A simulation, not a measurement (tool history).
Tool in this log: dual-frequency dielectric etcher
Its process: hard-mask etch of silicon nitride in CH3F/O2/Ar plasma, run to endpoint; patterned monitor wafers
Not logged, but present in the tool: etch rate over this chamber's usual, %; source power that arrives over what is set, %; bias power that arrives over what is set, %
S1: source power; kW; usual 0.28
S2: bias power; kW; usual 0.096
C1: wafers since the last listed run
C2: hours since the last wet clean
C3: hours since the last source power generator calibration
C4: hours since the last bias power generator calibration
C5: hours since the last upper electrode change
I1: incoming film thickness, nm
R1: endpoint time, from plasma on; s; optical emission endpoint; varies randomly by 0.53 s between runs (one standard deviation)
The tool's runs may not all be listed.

Run 1, hour 0: usual settings; C1 0; C2 140.7; C3 4744.4; C4 2075.6; C5 3672.7; I1 45.75. Result: R1 62.8 s.
Run 2, hour 27.5: usual settings; C1 295; C2 168.2; C3 4771.9; C4 2103.1; C5 3700.2; I1 45.83. Result: R1 61.6 s.
Run 3, hour 59.2: usual settings; C1 341; C2 199.9; C3 4803.6; C4 2134.8; C5 3731.9; I1 45.4. Result: R1 61.6 s.
Run 4, hour 142.3: usual settings; C1 894; C2 283; C3 4886.7; C4 2217.9; C5 3815; I1 45.25. Result: R1 60.2 s.
Run 5, hour 170.8: usual settings; C1 306; C2 311.5; C3 4915.2; C4 2246.4; C5 3843.5; I1 45.56. Result: R1 60.6 s.
Run 6, hour 183.4: usual settings but S2 0.079 kW; C1 135; C2 324.1; C3 4927.8; C4 2259; C5 3856.1; I1 45.66. Result: R1 64.5 s.
Run 7, hour 199.5: usual settings but S2 0.079 kW; C1 173; C2 340.2; C3 4943.9; C4 2275.1; C5 3872.2; I1 45.62. Result: R1 63.3 s.
Run 8, hour 234.7: usual settings but S2 0.11 kW; C1 378; C2 375.4; C3 4979.1; C4 2310.3; C5 3907.4; I1 45.46. Result: R1 57.1 s.
Run 9, hour 261.9: usual settings but S2 0.11 kW; C1 292; C2 402.6; C3 5006.3; C4 2337.5; C5 3934.6; I1 45.22. Result: R1 57.8 s.
At hour 302.2: upper electrode replaced, of another model than before.
Run 10, hour 302.7: usual settings but S2 0.11 kW; C1 180; C2 443.4; C3 5047.1; C4 2378.3; C5 0.5; I1 45.04. Result: R1 55.7 s.
Run 11, hour 311: usual settings; C1 89; C2 451.7; C3 5055.4; C4 2386.6; C5 8.8; I1 45.14. Result: R1 58.1 s.
Run 12, hour 327.9: usual settings; C1 181; C2 468.6; C3 5072.3; C4 2403.5; C5 25.7; I1 45.16. Result: R1 59.2 s.
At hour 371.3: wet clean of the chamber.
Run 13, hour 371.8: usual settings; C1 214; C2 0.5; C3 5116.2; C4 2447.4; C5 69.6; I1 44.93. Result: R1 63 s.
Run 14, hour 374.5: usual settings but S1 0.23 kW, S2 0.077 kW; C1 29; C2 3.2; C3 5118.9; C4 2450.1; C5 72.3; I1 45.38. Result: R1 71.2 s.
Run 15, hour 396.8: usual settings but S1 0.34 kW, S2 0.119 kW; C1 239; C2 25.5; C3 5141.2; C4 2472.4; C5 94.6; I1 44.79. Result: R1 53.9 s.
Run 16, hour 417.9: usual settings but S1 0.23 kW; C1 227; C2 46.6; C3 5162.3; C4 2493.5; C5 115.7; I1 45.35. Result: R1 65.6 s.
Run 17, hour 431.1: usual settings but S1 0.3 kW, S2 0.108 kW; C1 142; C2 59.8; C3 5175.5; C4 2506.7; C5 128.9; I1 45.53. Result: R1 58.6 s.
Run 18, hour 451.2: usual settings but S1 0.35 kW, S2 0.114 kW; C1 216; C2 79.9; C3 5195.6; C4 2526.8; C5 149; I1 45.52. Result: R1 54.2 s.
Run 19, hour 477: usual settings but S1 0.33 kW; C1 277; C2 105.7; C3 5221.4; C4 2552.6; C5 174.8; I1 45.09. Result: R1 57.8 s.
Run 20, hour 503.5: usual settings but S1 0.21 kW, S2 0.08 kW; C1 285; C2 132.2; C3 5247.9; C4 2579.1; C5 201.3; I1 44.97. Result: R1 70.8 s.
At hour 522.6: bias power generator calibrated.
Run 21, hour 532.1: usual settings; C1 264; C2 160.8; C3 5276.5; C4 9.5; C5 229.9; I1 45.99. Result: R1 62.5 s.
At hour 538.4: source power generator calibrated.
Run 22, hour 560.3: usual settings but S1 0.25 kW, S2 0.117 kW; C1 260; C2 189; C3 21.9; C4 37.7; C5 258.1; I1 45.44. Result: R1 57.4 s.
Run 23, hour 582.4: usual settings but S1 0.33 kW, S2 0.109 kW; C1 237; C2 211.1; C3 44; C4 59.8; C5 280.2; I1 45.38. Result: R1 55.3 s.
Run 24, hour 603.3: usual settings but S1 0.25 kW, S2 0.08 kW; C1 224; C2 232; C3 64.9; C4 80.7; C5 301.1; I1 45.48. Result: R1 67 s.
Run 25, hour 633.2: usual settings but S2 0.079 kW; C1 321; C2 261.9; C3 94.8; C4 110.6; C5 331; I1 45.23. Result: R1 64.8 s.
Run 26, hour 668.8: usual settings but S1 0.22 kW, S2 0.113 kW; C1 383; C2 297.5; C3 130.4; C4 146.2; C5 366.6; I1 45.14. Result: R1 60.9 s.
Run 27, hour 682.1: usual settings but S1 0.24 kW, S2 0.073 kW; C1 143; C2 310.8; C3 143.7; C4 159.5; C5 379.9; I1 45.65. Result: R1 70.3 s.

Consider 3 possible next runs. They are alternatives, not a sequence: every one starts from the tool as it was left by run 27. What does each give?
Run A, hour 682.5: usual settings but S2 0.116 kW; C1 4; C2 311.2; C3 144.1; C4 159.9; C5 380.3; I1 45.03. Result: R1 ?.
Run B, hour 682.5: usual settings but S1 0.24 kW; C1 4; C2 311.2; C3 144.1; C4 159.9; C5 380.3; I1 45.03. Result: R1 ?.
Run C, hour 682.5: usual settings but S2 0.09 kW; C1 4; C2 311.2; C3 144.1; C4 159.9; C5 380.3; I1 45.03. Result: R1 ?.

run    R1
  A  55.8
  B    63
  C  61.9
Stripped of hidden state, with their random variation kept, the same runs would have yielded:
run    R1
  A  57.4
  B  64.8
  C  63.7
